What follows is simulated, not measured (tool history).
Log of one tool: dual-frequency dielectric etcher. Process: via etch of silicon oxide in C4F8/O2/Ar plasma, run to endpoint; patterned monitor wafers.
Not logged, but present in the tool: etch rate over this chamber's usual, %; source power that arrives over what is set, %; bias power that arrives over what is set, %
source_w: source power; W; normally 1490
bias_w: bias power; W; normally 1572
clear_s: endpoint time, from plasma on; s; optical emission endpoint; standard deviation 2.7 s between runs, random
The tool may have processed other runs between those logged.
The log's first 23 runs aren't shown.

run	hour	source_w	bias_w	wafers since the last listed run	hours since the last wet clean	hours since the last source power generator calibration	hours since the last bias power generator calibration	hours since the last upper electrode change	incoming incoming film thickness, nm	clear_s
24	568.9	1820	1675	87	64.6	1959.1	1690.3	117.6	2055	439.6
25	581.5	1620	1261	53	77.2	1971.7	1702.9	130.2	2086.3	511.6
26	596.6	1490	1820	64	92.3	1986.8	1718	145.3	2054.4	465.9
# hour 611.7: source power generator calibrated
27	612.2	1220	1692	49	107.9	0.5	1733.6	160.9	2066.5	523.3
# hour 618: bias power generator calibrated
28	639	1220	1695	96	134.7	27.3	21	187.7	2085.4	528.5
29	668.7	1490	1572	125	164.4	57	50.7	217.4	2097.1	493.1
30	708.1	1490	1386	167	203.8	96.4	90.1	256.8	2085	513.7
31	736.6	1220	1957	120	232.3	124.9	118.6	285.3	2087.3	500.1
32	767.9	1490	1572	132	263.6	156.2	149.9	316.6	2080.7	493.8
33	797.3	1700	1682	124	293	185.6	179.3	346	2084.3	452.9
34	810.4	1610	1305	55	306.1	198.7	192.4	359.1	2080.7	503.5
35	837.2	1620	1858	113	332.9	225.5	219.2	385.9	2074	447.1

Here are 4 independent what-if runs from the current tool condition. What would each one return?
A	837.7	1490	1572	2	333.4	226	219.7	386.4	2067.9	?
B	837.7	1250	1947	2	333.4	226	219.7	386.4	2067.9	?
C	837.7	1490	1694	2	333.4	226	219.7	386.4	2067.9	?
D	837.7	1590	1717	2	333.4	226	219.7	386.4	2067.9	?

run	clear_s
A	487.6
B	490.5
C	475.8
D	460.5
Had the tool no hidden state, the same runs would have come out as:
run	clear_s
A	494.5
B	497.5
C	482.6
D	467
